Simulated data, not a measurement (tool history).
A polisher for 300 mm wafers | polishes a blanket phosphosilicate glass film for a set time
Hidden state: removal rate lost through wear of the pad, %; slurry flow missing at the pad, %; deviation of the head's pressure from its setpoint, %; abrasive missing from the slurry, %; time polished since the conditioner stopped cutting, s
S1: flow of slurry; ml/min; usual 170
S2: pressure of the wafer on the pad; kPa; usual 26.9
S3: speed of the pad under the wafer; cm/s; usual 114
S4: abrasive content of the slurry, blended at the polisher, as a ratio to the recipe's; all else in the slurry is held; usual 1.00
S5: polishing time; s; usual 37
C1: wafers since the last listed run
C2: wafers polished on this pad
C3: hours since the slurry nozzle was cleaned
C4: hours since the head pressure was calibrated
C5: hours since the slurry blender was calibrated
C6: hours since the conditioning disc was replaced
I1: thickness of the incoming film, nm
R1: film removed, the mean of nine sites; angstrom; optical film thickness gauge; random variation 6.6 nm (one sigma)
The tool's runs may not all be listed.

{"run": 1, "day": 0.0, "S1": 170, "S2": 22.8, "S3": 114, "S4": 1.0, "S5": 37, "C1": 0, "C2": 2816, "C3": 536.3, "C4": 482.8, "C5": 214.1, "C6": 67.7, "I1": 2554.7, "R1": 4970}
{"run": 2, "day": 2.717, "S1": 170, "S2": 22.8, "S3": 114, "S4": 1.0, "S5": 37, "C1": 547, "C2": 3363, "C3": 601.5, "C4": 548.0, "C5": 279.3, "C6": 132.9, "I1": 2613.6, "R1": 4840}
{"day": 4.004, "done": "head pressure recalibrated"}
{"day": 7.062, "done": "worn pad replaced by a new one"}
{"run": 3, "day": 7.083, "S1": 170, "S2": 22.8, "S3": 114, "S4": 1.0, "S5": 37, "C1": 829, "C2": 4, "C3": 706.3, "C4": 73.9, "C5": 384.1, "C6": 237.7, "I1": 2539.2, "R1": 5099}
{"day": 9.008, "done": "slurry blender recalibrated"}
{"run": 4, "day": 9.721, "S1": 170, "S2": 26.9, "S3": 114, "S4": 1.0, "S5": 32, "C1": 514, "C2": 519, "C3": 769.6, "C4": 137.2, "C5": 17.1, "C6": 301.0, "I1": 2561.0, "R1": 4843}
{"day": 10.596, "done": "slurry nozzle cleaned"}
{"run": 5, "day": 13.054, "S1": 170, "S2": 26.9, "S3": 114, "S4": 1.0, "S5": 32, "C1": 663, "C2": 1182, "C3": 59.0, "C4": 217.2, "C5": 97.1, "C6": 381.0, "I1": 2554.8, "R1": 4841}
{"run": 6, "day": 16.875, "S1": 170, "S2": 26.9, "S3": 114, "S4": 1.0, "S5": 37, "C1": 770, "C2": 1952, "C3": 150.7, "C4": 308.9, "C5": 188.8, "C6": 472.7, "I1": 2581.1, "R1": 5655}
{"run": 7, "day": 19.588, "S1": 170, "S2": 26.9, "S3": 114, "S4": 1.0, "S5": 37, "C1": 546, "C2": 2499, "C3": 215.8, "C4": 374.0, "C5": 253.9, "C6": 537.8, "I1": 2549.4, "R1": 5687}
{"day": 21.696, "done": "head pressure recalibrated, repeated, since the last time left the tool worse"}
{"run": 8, "day": 21.85, "S1": 170, "S2": 26.9, "S3": 114, "S4": 1.0, "S5": 37, "C1": 439, "C2": 2938, "C3": 270.1, "C4": 3.7, "C5": 308.2, "C6": 592.1, "I1": 2537.3, "R1": 5238}
{"day": 22.892, "done": "conditioning disc replaced and pad reconditioned"}
{"day": 24.383, "done": "worn pad replaced by a new one"}
{"run": 9, "day": 25.983, "S1": 170, "S2": 26.9, "S3": 114, "S4": 1.0, "S5": 37, "C1": 782, "C2": 322, "C3": 369.3, "C4": 102.9, "C5": 407.4, "C6": 74.2, "I1": 2595.8, "R1": 5218}
{"day": 27.079, "done": "slurry blender recalibrated"}
{"run": 10, "day": 27.629, "S1": 170, "S2": 26.9, "S3": 114, "S4": 1.0, "S5": 37, "C1": 314, "C2": 637, "C3": 408.8, "C4": 142.4, "C5": 13.2, "C6": 113.7, "I1": 2551.6, "R1": 5147}
{"run": 11, "day": 30.946, "S1": 170, "S2": 26.9, "S3": 114, "S4": 1.0, "S5": 37, "C1": 668, "C2": 1306, "C3": 488.4, "C4": 222.0, "C5": 92.8, "C6": 193.3, "I1": 2600.4, "R1": 5329}
{"run": 12, "day": 34.688, "S1": 170, "S2": 26.9, "S3": 114, "S4": 1.0, "S5": 44, "C1": 754, "C2": 2060, "C3": 578.2, "C4": 311.8, "C5": 182.6, "C6": 283.1, "I1": 2577.8, "R1": 6341}
{"run": 13, "day": 37.05, "S1": 170, "S2": 26.9, "S3": 128, "S4": 1.0, "S5": 37, "C1": 476, "C2": 2537, "C3": 634.9, "C4": 368.5, "C5": 239.3, "C6": 339.8, "I1": 2554.9, "R1": 5778}
{"run": 14, "day": 40.017, "S1": 170, "S2": 26.9, "S3": 114, "S4": 1.0, "S5": 37, "C1": 598, "C2": 3135, "C3": 706.1, "C4": 439.7, "C5": 310.5, "C6": 411.0, "I1": 2577.3, "R1": 5265}
{"day": 43.333, "done": "worn pad replaced by a new one"}
{"day": 43.667, "done": "conditioning disc replaced and pad reconditioned"}
{"run": 15, "day": 43.704, "S1": 170, "S2": 26.9, "S3": 114, "S4": 1.0, "S5": 37, "C1": 692, "C2": 58, "C3": 794.6, "C4": 528.2, "C5": 399.0, "C6": 0.9, "I1": 2536.6, "R1": 5419}
{"day": 44.042, "done": "head pressure recalibrated"}
{"day": 44.183, "done": "slurry nozzle cleaned"}
{"day": 47.608, "done": "slurry blender recalibrated"}
{"run": 16, "day": 50.454, "S1": 170, "S2": 26.9, "S3": 82, "S4": 1.0, "S5": 33, "C1": 1318, "C2": 1376, "C3": 150.5, "C4": 153.9, "C5": 68.3, "C6": 162.9, "I1": 2534.8, "R1": 3664}
{"run": 17, "day": 63.671, "S1": 170, "S2": 26.9, "S3": 114, "S4": 1.2, "S5": 24, "C1": 2664, "C2": 4041, "C3": 467.7, "C4": 471.1, "C5": 385.5, "C6": 480.1, "I1": 2552.9, "R1": 3754}
{"day": 65.15, "done": "conditioning disc replaced and pad reconditioned"}
{"day": 65.462, "done": "worn pad replaced by a new one"}
{"day": 65.629, "done": "slurry blender recalibrated"}
{"run": 18, "day": 65.792, "S1": 170, "S2": 22.8, "S3": 114, "S4": 0.85, "S5": 37, "C1": 360, "C2": 49, "C3": 518.6, "C4": 522.0, "C5": 3.9, "C6": 15.4, "I1": 2545.3, "R1": 4585}
{"day": 68.096, "done": "head pressure recalibrated"}
{"run": 19, "day": 68.108, "S1": 170, "S2": 26.9, "S3": 76, "S4": 1.2, "S5": 45, "C1": 450, "C2": 499, "C3": 574.2, "C4": 0.3, "C5": 59.5, "C6": 71.0, "I1": 2552.3, "R1": 4979}
{"run": 20, "day": 70.579, "S1": 205, "S2": 26.9, "S3": 78, "S4": 1.0, "S5": 37, "C1": 498, "C2": 997, "C3": 633.5, "C4": 59.6, "C5": 118.8, "C6": 130.3, "I1": 2521.7, "R1": 3995}
{"run": 21, "day": 74.796, "S1": 170, "S2": 26.9, "S3": 114, "S4": 1.0, "S5": 37, "C1": 850, "C2": 1847, "C3": 734.7, "C4": 160.8, "C5": 220.0, "C6": 231.5, "I1": 2551.1, "R1": 5363}
{"run": 22, "day": 78.046, "S1": 115, "S2": 22.1, "S3": 114, "S4": 0.85, "S5": 43, "C1": 655, "C2": 2502, "C3": 812.7, "C4": 238.8, "C5": 298.0, "C6": 309.5, "I1": 2520.0, "R1": 4609}
{"run": 23, "day": 80.183, "S1": 225, "S2": 26.9, "S3": 114, "S4": 1.0, "S5": 37, "C1": 430, "C2": 2933, "C3": 864.0, "C4": 290.1, "C5": 349.3, "C6": 360.8, "I1": 2570.0, "R1": 5429}
{"day": 81.612, "done": "slurry nozzle cleaned"}
{"day": 82.988, "done": "slurry blender recalibrated"}
{"run": 24, "day": 84.15, "S1": 170, "S2": 26.9, "S3": 114, "S4": 1.0, "S5": 37, "C1": 774, "C2": 3708, "C3": 60.9, "C4": 385.3, "C5": 27.9, "C6": 456.0, "I1": 2605.5, "R1": 5310}
{"day": 84.854, "done": "conditioning disc replaced and pad reconditioned"}
{"day": 84.896, "done": "worn pad replaced by a new one"}
{"run": 25, "day": 88.604, "S1": 145, "S2": 32.4, "S3": 90, "S4": 1.0, "S5": 45, "C1": 872, "C2": 747, "C3": 167.8, "C4": 492.2, "C5": 134.8, "C6": 90.0, "I1": 2508.1, "R1": 5864}

Forecast each of these 4 alternatives for the next run:
{"run": "A", "day": 88.621, "S1": 170, "S2": 26.9, "S3": 114, "S4": 1.0, "S5": 37, "C1": 3, "C2": 750, "C3": 168.2, "C4": 492.6, "C5": 135.2, "C6": 90.4, "I1": 2596.8, "R1": "?"}
{"run": "B", "day": 88.621, "S1": 170, "S2": 26.9, "S3": 88, "S4": 1.0, "S5": 37, "C1": 3, "C2": 750, "C3": 168.2, "C4": 492.6, "C5": 135.2, "C6": 90.4, "I1": 2596.8, "R1": "?"}
{"run": "C", "day": 88.621, "S1": 170, "S2": 20.7, "S3": 142, "S4": 0.85, "S5": 46, "C1": 3, "C2": 750, "C3": 168.2, "C4": 492.6, "C5": 135.2, "C6": 90.4, "I1": 2596.8, "R1": "?"}
{"run": "D", "day": 88.621, "S1": 170, "S2": 26.9, "S3": 114, "S4": 1.2, "S5": 37, "C1": 3, "C2": 750, "C3": 168.2, "C4": 492.6, "C5": 135.2, "C6": 90.4, "I1": 2596.8, "R1": "?"}

run=A R1=5392
run=B R1=4396
run=C R1=6359
run=D R1=5834
Without the tool's hidden state the same runs would have given:
run=A R1=5242
run=B R1=4273
run=C R1=6182
run=D R1=5672
